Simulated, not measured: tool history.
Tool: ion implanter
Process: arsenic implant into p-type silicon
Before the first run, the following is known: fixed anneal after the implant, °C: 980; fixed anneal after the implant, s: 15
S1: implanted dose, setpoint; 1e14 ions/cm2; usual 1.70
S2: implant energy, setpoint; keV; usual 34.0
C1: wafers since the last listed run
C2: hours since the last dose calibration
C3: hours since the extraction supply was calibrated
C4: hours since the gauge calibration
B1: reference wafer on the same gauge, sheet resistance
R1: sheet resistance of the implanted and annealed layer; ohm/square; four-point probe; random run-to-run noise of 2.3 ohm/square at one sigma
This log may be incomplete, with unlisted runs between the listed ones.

run	day	S1	S2	C1	C2	C3	C4	B1	R1
1	0.000	1.70	34.0	0	370.2	4685.9	585.4	356.50	395.03
2	1.446	1.70	34.0	775	404.9	4720.6	620.1	356.22	393.97
3	4.392	1.70	34.0	1579	475.6	4791.3	690.8	357.03	390.38
4	5.496	1.70	34.0	591	502.1	4817.8	717.3	356.64	394.15
5	6.829	1.70	34.0	714	534.1	4849.8	749.3	357.05	392.81
6	9.246	1.70	34.0	1295	592.1	4907.8	807.3	357.13	398.90
7	10.979	1.70	34.0	929	633.7	4949.4	848.9	358.98	396.45
8	13.396	1.70	34.0	1295	691.7	5007.4	906.9	358.65	397.55
9	15.650	1.70	34.0	1208	745.8	5061.5	961.0	358.36	399.77
10	18.438	1.46	34.0	1494	812.7	5128.4	1027.9	360.18	442.17
11	20.375	1.46	34.0	1038	859.2	5174.9	1074.4	360.14	442.33
12	22.383	1.41	34.0	1076	907.4	5223.1	1122.6	361.46	458.10
13	24.392	1.41	34.0	1076	955.6	5271.3	1170.8	361.13	457.03
# day 25.079: extraction supply calibrated
14	25.946	1.41	34.0	654	992.9	20.8	1208.1	361.32	457.99
15	28.750	1.70	34.0	1503	1060.2	88.1	1275.4	361.64	398.55
16	29.829	1.70	34.0	578	1086.1	114.0	1301.3	362.91	405.56
17	32.558	1.50	43.5	1463	1151.6	179.5	1366.8	363.25	421.01
18	35.525	1.49	34.0	1590	1222.8	250.7	1438.0	364.51	447.30
19	38.479	1.49	38.5	1583	1293.7	321.6	1508.9	365.04	434.26
20	41.246	2.12	40.0	1483	1360.1	388.0	1575.3	366.73	339.51
21	42.538	1.95	26.0	692	1391.1	419.0	1606.3	366.76	387.60
22	44.125	1.70	34.0	851	1429.2	457.1	1644.4	367.30	408.05
23	52.554	1.98	31.0	4519	1631.5	659.4	1846.7	370.44	373.96
# day 54.967: gauge calibrated
24	55.050	1.39	40.0	1338	1691.4	719.3	2.0	356.11	443.84
25	56.246	1.70	34.0	641	1720.1	748.0	30.7	356.95	395.05
# day 56.954: Faraday cup replaced and dose calibrated
26	57.979	1.53	44.0	750	24.6	789.6	72.3	356.10	404.96
27	60.283	1.27	24.0	1235	79.9	844.9	127.6	356.40	517.96
28	62.567	1.70	34.0	1224	134.7	899.7	182.4	357.14	395.34
29	63.808	1.22	24.0	665	164.5	929.5	212.2	358.05	531.97
30	65.575	1.54	24.5	947	206.9	971.9	254.6	357.22	449.27
31	71.925	1.70	34.0	3404	359.3	1124.3	407.0	357.39	398.56
32	73.375	1.70	34.0	777	394.1	1159.1	441.8	358.12	395.00
33	74.671	2.02	43.0	694	425.2	1190.2	472.9	356.93	337.73
34	76.012	1.70	29.5	719	457.4	1222.4	505.1	358.70	407.32
35	77.671	1.32	27.0	889	497.2	1262.2	544.9	357.79	498.93
36	78.846	1.70	23.5	629	525.4	1290.4	573.1	359.04	426.52

Alternative continuations, all from the tool just after run 36; predict every row:
A	78.862	1.70	34.0	8	525.8	1290.8	573.5	?	?
B	78.862	1.57	24.0	8	525.8	1290.8	573.5	?	?
C	78.862	1.52	23.5	8	525.8	1290.8	573.5	?	?
D	78.862	1.98	44.0	8	525.8	1290.8	573.5	?	?
E	78.862	1.21	34.0	8	525.8	1290.8	573.5	?	?

run	B1	R1
A	358.03	393.36
B	358.03	440.87
C	358.03	452.75
D	358.03	338.20
E	358.03	498.67
Without the tool's unlogged condition, the same runs would have read:
run	R1
A	392.92
B	440.38
C	452.25
D	337.83
E	498.12
